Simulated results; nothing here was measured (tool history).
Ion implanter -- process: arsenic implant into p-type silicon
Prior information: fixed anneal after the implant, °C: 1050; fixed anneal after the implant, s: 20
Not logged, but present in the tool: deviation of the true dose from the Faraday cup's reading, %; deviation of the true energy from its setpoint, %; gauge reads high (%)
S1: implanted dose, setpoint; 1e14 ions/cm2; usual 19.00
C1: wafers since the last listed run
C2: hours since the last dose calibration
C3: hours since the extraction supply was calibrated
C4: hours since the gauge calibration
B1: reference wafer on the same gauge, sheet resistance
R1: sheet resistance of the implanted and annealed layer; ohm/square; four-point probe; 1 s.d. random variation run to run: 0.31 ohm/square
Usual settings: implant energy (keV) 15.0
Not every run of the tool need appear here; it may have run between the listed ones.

{"run": 1, "hour": 0.0, "S1": 19.0, "implant energy (keV)": 16.0, "C1": 0, "C2": 1403.5, "C3": 4249.8, "C4": 1228.1, "B1": 89.92, "R1": 78.43}
{"run": 2, "hour": 72.0, "S1": 19.0, "implant energy (keV)": 15.0, "C1": 1260, "C2": 1475.5, "C3": 4321.8, "C4": 1300.1, "B1": 90.19, "R1": 78.75}
{"run": 3, "hour": 119.5, "S1": 19.0, "implant energy (keV)": 15.0, "C1": 831, "C2": 1523.0, "C3": 4369.3, "C4": 1347.6, "B1": 90.3, "R1": 79.15}
{"hour": 265.0, "done": "extraction supply calibrated"}
{"run": 4, "hour": 287.0, "S1": 19.0, "implant energy (keV)": 15.0, "C1": 2791, "C2": 1690.5, "C3": 22.0, "C4": 1515.1, "B1": 90.31, "R1": 79.18}
{"run": 5, "hour": 333.7, "S1": 19.0, "implant energy (keV)": 15.0, "C1": 817, "C2": 1737.2, "C3": 68.7, "C4": 1561.8, "B1": 90.53, "R1": 78.97}
{"run": 6, "hour": 393.0, "S1": 19.0, "implant energy (keV)": 13.0, "C1": 1037, "C2": 1796.5, "C3": 128.0, "C4": 1621.1, "B1": 90.72, "R1": 80.24}
{"run": 7, "hour": 428.2, "S1": 19.0, "implant energy (keV)": 13.0, "C1": 616, "C2": 1831.7, "C3": 163.2, "C4": 1656.3, "B1": 90.64, "R1": 80.42}
{"run": 8, "hour": 453.9, "S1": 19.0, "implant energy (keV)": 13.0, "C1": 449, "C2": 1857.4, "C3": 188.9, "C4": 1682.0, "B1": 90.66, "R1": 79.87}
{"run": 9, "hour": 484.7, "S1": 19.0, "implant energy (keV)": 11.5, "C1": 539, "C2": 1888.2, "C3": 219.7, "C4": 1712.8, "B1": 90.73, "R1": 81.56}
{"run": 10, "hour": 556.1, "S1": 19.0, "implant energy (keV)": 11.5, "C1": 1249, "C2": 1959.6, "C3": 291.1, "C4": 1784.2, "B1": 90.82, "R1": 81.55}
{"run": 11, "hour": 604.3, "S1": 19.0, "implant energy (keV)": 15.0, "C1": 843, "C2": 2007.8, "C3": 339.3, "C4": 1832.4, "B1": 91.05, "R1": 79.33}
{"run": 12, "hour": 671.3, "S1": 19.0, "implant energy (keV)": 15.0, "C1": 1172, "C2": 2074.8, "C3": 406.3, "C4": 1899.4, "B1": 90.86, "R1": 79.72}
{"run": 13, "hour": 703.6, "S1": 19.0, "implant energy (keV)": 15.0, "C1": 565, "C2": 2107.1, "C3": 438.6, "C4": 1931.7, "B1": 91.09, "R1": 79.46}
{"run": 14, "hour": 731.6, "S1": 19.0, "implant energy (keV)": 15.0, "C1": 490, "C2": 2135.1, "C3": 466.6, "C4": 1959.7, "B1": 91.03, "R1": 80.17}
{"run": 15, "hour": 765.8, "S1": 19.0, "implant energy (keV)": 10.0, "C1": 598, "C2": 2169.3, "C3": 500.8, "C4": 1993.9, "B1": 91.22, "R1": 82.46}
{"run": 16, "hour": 792.3, "S1": 15.31, "implant energy (keV)": 15.0, "C1": 463, "C2": 2195.8, "C3": 527.3, "C4": 2020.4, "B1": 91.27, "R1": 86.8}
{"run": 17, "hour": 830.3, "S1": 21.25, "implant energy (keV)": 17.5, "C1": 665, "C2": 2233.8, "C3": 565.3, "C4": 2058.4, "B1": 91.41, "R1": 74.96}
{"run": 18, "hour": 867.4, "S1": 19.0, "implant energy (keV)": 15.0, "C1": 649, "C2": 2270.9, "C3": 602.4, "C4": 2095.5, "B1": 91.24, "R1": 80.03}
{"run": 19, "hour": 925.5, "S1": 16.12, "implant energy (keV)": 18.5, "C1": 1016, "C2": 2329.0, "C3": 660.5, "C4": 2153.6, "B1": 91.59, "R1": 83.62}
{"run": 20, "hour": 961.3, "S1": 17.0, "implant energy (keV)": 11.5, "C1": 626, "C2": 2364.8, "C3": 696.3, "C4": 2189.4, "B1": 91.62, "R1": 85.52}
{"hour": 985.8, "done": "Faraday cup replaced and dose calibrated"}
{"run": 21, "hour": 1010.4, "S1": 19.0, "implant energy (keV)": 20.0, "C1": 719, "C2": 24.6, "C3": 745.4, "C4": 2238.5, "B1": 91.68, "R1": 76.27}
{"run": 22, "hour": 1057.3, "S1": 19.0, "implant energy (keV)": 15.0, "C1": 820, "C2": 71.5, "C3": 792.3, "C4": 2285.4, "B1": 91.51, "R1": 80.12}
{"hour": 1076.0, "done": "gauge calibrated"}
{"run": 23, "hour": 1088.2, "S1": 22.81, "implant energy (keV)": 15.0, "C1": 540, "C2": 102.4, "C3": 823.2, "C4": 12.2, "B1": 89.09, "R1": 72.73}
{"run": 24, "hour": 1119.6, "S1": 19.0, "implant energy (keV)": 15.0, "C1": 549, "C2": 133.8, "C3": 854.6, "C4": 43.6, "B1": 89.18, "R1": 78.04}
{"run": 25, "hour": 1178.8, "S1": 22.32, "implant energy (keV)": 10.0, "C1": 1036, "C2": 193.0, "C3": 913.8, "C4": 102.8, "B1": 89.01, "R1": 76.73}
{"run": 26, "hour": 1229.3, "S1": 19.0, "implant energy (keV)": 15.0, "C1": 883, "C2": 243.5, "C3": 964.3, "C4": 153.3, "B1": 88.89, "R1": 77.7}
{"run": 27, "hour": 1284.2, "S1": 19.0, "implant energy (keV)": 15.0, "C1": 960, "C2": 298.4, "C3": 1019.2, "C4": 208.2, "B1": 89.07, "R1": 78.29}
{"run": 28, "hour": 1330.7, "S1": 19.0, "implant energy (keV)": 11.5, "C1": 813, "C2": 344.9, "C3": 1065.7, "C4": 254.7, "B1": 88.98, "R1": 79.83}
{"run": 29, "hour": 1354.8, "S1": 19.0, "implant energy (keV)": 15.0, "C1": 421, "C2": 369.0, "C3": 1089.8, "C4": 278.8, "B1": 89.05, "R1": 77.57}
{"run": 30, "hour": 1384.8, "S1": 17.25, "implant energy (keV)": 15.0, "C1": 525, "C2": 399.0, "C3": 1119.8, "C4": 308.8, "B1": 89.14, "R1": 80.9}
{"run": 31, "hour": 1441.5, "S1": 17.39, "implant energy (keV)": 13.5, "C1": 992, "C2": 455.7, "C3": 1176.5, "C4": 365.5, "B1": 89.26, "R1": 81.66}
{"run": 32, "hour": 1545.7, "S1": 19.0, "implant energy (keV)": 15.0, "C1": 1823, "C2": 559.9, "C3": 1280.7, "C4": 469.7, "B1": 88.94, "R1": 77.86}
{"run": 33, "hour": 1607.6, "S1": 23.62, "implant energy (keV)": 17.5, "C1": 1083, "C2": 621.8, "C3": 1342.6, "C4": 531.6, "B1": 89.27, "R1": 71.32}
{"run": 34, "hour": 1637.8, "S1": 22.67, "implant energy (keV)": 12.0, "C1": 528, "C2": 652.0, "C3": 1372.8, "C4": 561.8, "B1": 89.06, "R1": 75.25}
{"run": 35, "hour": 1691.0, "S1": 15.71, "implant energy (keV)": 10.0, "C1": 931, "C2": 705.2, "C3": 1426.0, "C4": 615.0, "B1": 89.19, "R1": 86.47}
{"run": 36, "hour": 1779.4, "S1": 14.0, "implant energy (keV)": 19.5, "C1": 1547, "C2": 793.6, "C3": 1514.4, "C4": 703.4, "B1": 89.38, "R1": 86.72}

Run 37, settings as shown, results not yet in. Your forecast:
{"run": 37, "hour": 1832.2, "S1": 19.0, "implant energy (keV)": 15.0, "C1": 924, "C2": 846.4, "C3": 1567.2, "C4": 756.2, "B1": "?", "R1": "?"}

For run 37 the tool returned B1 89.35, R1 78.23 ohm/square.
On a tool with no hidden condition, and with the same random variation, this run would have come out at R1 78.22 ohm/square.
